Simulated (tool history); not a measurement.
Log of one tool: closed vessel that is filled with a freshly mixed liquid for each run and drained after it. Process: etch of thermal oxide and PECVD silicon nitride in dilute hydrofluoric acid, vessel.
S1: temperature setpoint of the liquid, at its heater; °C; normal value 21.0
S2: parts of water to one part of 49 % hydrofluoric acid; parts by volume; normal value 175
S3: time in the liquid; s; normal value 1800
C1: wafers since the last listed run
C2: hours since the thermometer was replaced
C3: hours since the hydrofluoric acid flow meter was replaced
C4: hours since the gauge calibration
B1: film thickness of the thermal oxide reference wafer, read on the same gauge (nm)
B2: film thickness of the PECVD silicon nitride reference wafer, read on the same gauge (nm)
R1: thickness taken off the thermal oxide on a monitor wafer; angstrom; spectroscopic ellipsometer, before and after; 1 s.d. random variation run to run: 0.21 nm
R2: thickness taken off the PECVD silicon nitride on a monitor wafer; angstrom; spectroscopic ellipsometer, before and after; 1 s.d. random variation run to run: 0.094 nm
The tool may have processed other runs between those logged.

| run | hour | S1 | S2 | S3 | C1 | C2 | C3 | C4 | B1 | B2 | R1 | R2 |
|---|---|---|---|---|---|---|---|---|---|---|---|---|
| 1 | 0.0 | 21.0 | 175 | 1800 | 0 | 1577.4 | 1216.7 | 3065.3 | 90.03 | 130.02 | 401.5 | 181.7 |
| 2 | 78.1 | 21.0 | 175 | 1800 | 3950 | 1655.5 | 1294.8 | 3143.4 | 89.98 | 130.02 | 398.7 | 180.9 |
| 3 | 139.0 | 21.0 | 175 | 1800 | 3080 | 1716.4 | 1355.7 | 3204.3 | 90.02 | 130.03 | 399.1 | 180.3 |
| 4 | 187.9 | 21.0 | 265 | 1800 | 2473 | 1765.3 | 1404.6 | 3253.2 | 90.00 | 129.97 | 244.3 | 120.9 |
|  | 208.5 | hydrofluoric acid flow meter replaced |
| 5 | 279.5 | 25.5 | 260 | 2745 | 4582 | 1856.9 | 71.0 | 3344.8 | 89.96 | 129.99 | 443.0 | 248.1 |
| 6 | 332.8 | 21.0 | 175 | 1800 | 2695 | 1910.2 | 124.3 | 3398.1 | 89.96 | 129.99 | 399.2 | 178.5 |
| 7 | 374.8 | 21.0 | 175 | 1800 | 2124 | 1952.2 | 166.3 | 3440.1 | 89.99 | 130.00 | 401.5 | 177.7 |
| 8 | 412.7 | 25.0 | 175 | 2500 | 1916 | 1990.1 | 204.2 | 3478.0 | 90.02 | 130.02 | 642.0 | 320.9 |
| 9 | 472.8 | 24.0 | 85 | 2480 | 3039 | 2050.2 | 264.3 | 3538.1 | 90.04 | 129.99 | 1405.2 | 607.5 |
| 10 | 560.4 | 21.0 | 175 | 1800 | 4430 | 2137.8 | 351.9 | 3625.7 | 89.99 | 130.01 | 397.0 | 177.7 |
| 11 | 604.6 | 21.0 | 175 | 1800 | 2235 | 2182.0 | 396.1 | 3669.9 | 90.01 | 129.98 | 394.4 | 176.2 |
|  | 614.3 | thermometer replaced |
|  | 648.9 | gauge calibrated |
| 12 | 738.1 | 26.0 | 175 | 2400 | 6701 | 123.8 | 529.6 | 89.2 | 90.00 | 129.99 | 662.6 | 346.0 |
| 13 | 774.2 | 22.5 | 90 | 2645 | 1825 | 159.9 | 565.7 | 125.3 | 90.01 | 130.00 | 1368.5 | 585.5 |
| 14 | 828.9 | 21.0 | 175 | 1260 | 2766 | 214.6 | 620.4 | 180.0 | 89.99 | 130.00 | 289.3 | 132.0 |
| 15 | 890.8 | 17.0 | 175 | 1800 | 3130 | 276.5 | 682.3 | 241.9 | 90.02 | 129.98 | 355.9 | 144.5 |
| 16 | 989.7 | 21.0 | 175 | 1800 | 5002 | 375.4 | 781.2 | 340.8 | 90.01 | 129.97 | 414.7 | 185.7 |
| 17 | 1090.9 | 18.5 | 150 | 1490 | 5118 | 476.6 | 882.4 | 442.0 | 90.00 | 129.99 | 367.9 | 152.1 |
| 18 | 1139.8 | 21.0 | 120 | 1800 | 2473 | 525.5 | 931.3 | 490.9 | 90.03 | 129.99 | 633.4 | 271.7 |
| 19 | 1203.3 | 24.0 | 150 | 1345 | 3211 | 589.0 | 994.8 | 554.4 | 90.01 | 129.99 | 415.6 | 195.8 |
| 20 | 1310.1 | 18.5 | 100 | 1800 | 5401 | 695.8 | 1101.6 | 661.2 | 90.04 | 130.02 | 693.8 | 271.4 |
| 21 | 1382.5 | 17.0 | 200 | 1800 | 3661 | 768.2 | 1174.0 | 733.6 | 90.01 | 129.96 | 295.5 | 124.1 |
| 22 | 1460.4 | 21.0 | 235 | 925 | 3940 | 846.1 | 1251.9 | 811.5 | 90.07 | 129.99 | 146.8 | 70.5 |
| 23 | 1538.8 | 21.0 | 175 | 1800 | 3965 | 924.5 | 1330.3 | 889.9 | 90.03 | 130.03 | 406.6 | 182.8 |
|  | 1627.0 | hydrofluoric acid flow meter replaced |
| 24 | 1640.6 | 21.0 | 175 | 1800 | 5098 | 1026.3 | 13.6 | 991.7 | 89.99 | 130.00 | 406.7 | 184.1 |
| 25 | 1718.3 | 21.0 | 175 | 2830 | 3930 | 1104.0 | 91.3 | 1069.4 | 90.06 | 129.99 | 631.0 | 285.2 |
| 26 | 1790.5 | 21.0 | 175 | 1800 | 3651 | 1176.2 | 163.5 | 1141.6 | 90.02 | 129.99 | 404.5 | 181.1 |

3 ways to go on from here, each from the tool as it stands after run 26. What would each give?
| A | 1791.7 | 21.0 | 175 | 2690 | 60 | 1177.4 | 164.7 | 1142.8 | ? | ? | ? | ? |
| B | 1791.7 | 24.0 | 175 | 2305 | 60 | 1177.4 | 164.7 | 1142.8 | ? | ? | ? | ? |
| C | 1791.7 | 21.0 | 215 | 1800 | 60 | 1177.4 | 164.7 | 1142.8 | ? | ? | ? | ? |

| run | B1 | B2 | R1 | R2 |
|---|---|---|---|---|
| A | 90.01 | 130.03 | 603.0 | 271.3 |
| B | 90.01 | 130.03 | 580.0 | 282.8 |
| C | 90.01 | 130.03 | 315.6 | 148.6 |
Without the tool's hidden state the same runs would have given:
| run | R1 | R2 |
|---|---|---|
| A | 623.5 | 287.2 |
| B | 599.1 | 298.8 |
| C | 326.1 | 157.2 |
